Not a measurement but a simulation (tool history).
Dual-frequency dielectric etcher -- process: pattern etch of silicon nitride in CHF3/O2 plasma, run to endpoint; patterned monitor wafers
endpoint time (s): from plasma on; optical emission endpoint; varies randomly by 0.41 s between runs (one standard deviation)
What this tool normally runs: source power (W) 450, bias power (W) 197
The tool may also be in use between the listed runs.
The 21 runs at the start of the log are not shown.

| run | hour | source power (W) | bias power (W) | wafers since the last listed run | hours since the last wet clean | hours since the last source power generator calibration | hours since the last bias power generator calibration | hours since the last upper electrode change | incoming incoming film thickness, nm | endpoint time (s) |
|---|---|---|---|---|---|---|---|---|---|---|
| 22 | 1484.7 | 480 | 174 | 765 | 50.5 | 379.9 | 208.5 | 750.7 | 77.1 | 60.1 |
| 23 | 1532.4 | 450 | 165 | 729 | 98.2 | 427.6 | 256.2 | 798.4 | 77.3 | 63.3 |
| 24 | 1586.2 | 480 | 226 | 823 | 152.0 | 481.4 | 310.0 | 852.2 | 76.8 | 54.8 |
| 25 | 1645.9 | 450 | 219 | 913 | 211.7 | 541.1 | 369.7 | 911.9 | 77.1 | 57.9 |
| 26 | 1705.2 | 420 | 168 | 907 | 271.0 | 600.4 | 429.0 | 971.2 | 76.1 | 64.8 |
| 27 | 1766.4 | 450 | 183 | 936 | 332.2 | 661.6 | 490.2 | 1032.4 | 76.7 | 61.6 |
| 28 | 1871.8 | 450 | 197 | 1612 | 437.6 | 767.0 | 595.6 | 1137.8 | 77.4 | 61.5 |
| 29 | 1938.4 | 450 | 197 | 1018 | 504.2 | 833.6 | 662.2 | 1204.4 | 76.5 | 61.2 |
| 30 | 1980.1 | 490 | 197 | 638 | 545.9 | 875.3 | 703.9 | 1246.1 | 76.9 | 58.4 |
| 31 | 2081.7 | 380 | 179 | 1554 | 647.5 | 976.9 | 805.5 | 1347.7 | 76.5 | 68.0 |
|  | 2140.0 | wet clean of the chamber |
| 32 | 2264.3 | 520 | 197 | 2426 | 124.3 | 1159.5 | 988.1 | 1530.3 | 76.3 | 55.8 |
| 33 | 2336.8 | 490 | 237 | 1109 | 196.8 | 1232.0 | 1060.6 | 1602.8 | 77.6 | 53.8 |
| 34 | 2426.2 | 340 | 197 | 1367 | 286.2 | 1321.4 | 1150.0 | 1692.2 | 77.8 | 69.8 |

Below are 5 alternative next runs, each starting from the tool's condition after run 34. Predict each:
| A | 2426.6 | 450 | 231 | 6 | 286.6 | 1321.8 | 1150.4 | 1692.6 | 77.4 | ? |
| B | 2426.6 | 530 | 197 | 6 | 286.6 | 1321.8 | 1150.4 | 1692.6 | 77.4 | ? |
| C | 2426.6 | 450 | 160 | 6 | 286.6 | 1321.8 | 1150.4 | 1692.6 | 77.4 | ? |
| D | 2426.6 | 560 | 151 | 6 | 286.6 | 1321.8 | 1150.4 | 1692.6 | 77.4 | ? |
| E | 2426.6 | 450 | 148 | 6 | 286.6 | 1321.8 | 1150.4 | 1692.6 | 77.4 | ? |

| run | endpoint time (s) |
|---|---|
| A | 56.9 |
| B | 55.5 |
| C | 64.3 |
| D | 58.8 |
| E | 65.9 |
The same runs, with their run-to-run variation unchanged, on a tool lacking any hidden condition would have given:
| run | endpoint time (s) |
|---|---|
| A | 55.9 |
| B | 54.5 |
| C | 63.1 |
| D | 57.8 |
| E | 64.7 |
